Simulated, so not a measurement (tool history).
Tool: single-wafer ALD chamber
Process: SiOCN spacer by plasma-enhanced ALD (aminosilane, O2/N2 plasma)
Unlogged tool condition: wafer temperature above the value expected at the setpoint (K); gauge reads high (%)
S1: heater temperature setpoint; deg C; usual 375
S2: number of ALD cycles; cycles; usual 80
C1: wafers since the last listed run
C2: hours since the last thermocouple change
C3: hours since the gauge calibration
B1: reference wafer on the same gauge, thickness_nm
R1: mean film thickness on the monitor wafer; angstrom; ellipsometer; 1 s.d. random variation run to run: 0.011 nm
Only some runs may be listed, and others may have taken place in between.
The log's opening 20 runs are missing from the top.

run,day,S1,S2,C1,C2,C3,B1,R1
21,50.188,375,80,89,887.6,2245.6,4.673,41.34
22,51.571,375,66,96,920.8,2278.8,4.674,34.15
23,52.85,375,72,89,951.5,2309.5,4.676,37.27
24,55.142,369,91,160,1006.5,2364.5,4.673,46.82
# day 55.15: gauge calibrated
25,57.358,375,80,154,1059.7,53,4.8,42.6
26,58.521,367,87,81,1087.6,80.9,4.8,46.11
27,60.633,368,95,147,1138.3,131.6,4.788,50.42
28,62.546,386,92,133,1184.2,177.5,4.783,48.77
29,64.692,385,74,150,1235.7,229,4.779,39.18
30,66.571,387,71,131,1280.8,274.1,4.771,37.48
31,70.792,375,80,295,1382.1,375.4,4.761,42.13

For run 32, what comes out?
32,74.258,375,80,242,1465.3,458.6,?,?

B1: 4.749
R1: 42.1 angstrom
With no hidden state in the tool, this same run would have given R1 42.51 angstrom.

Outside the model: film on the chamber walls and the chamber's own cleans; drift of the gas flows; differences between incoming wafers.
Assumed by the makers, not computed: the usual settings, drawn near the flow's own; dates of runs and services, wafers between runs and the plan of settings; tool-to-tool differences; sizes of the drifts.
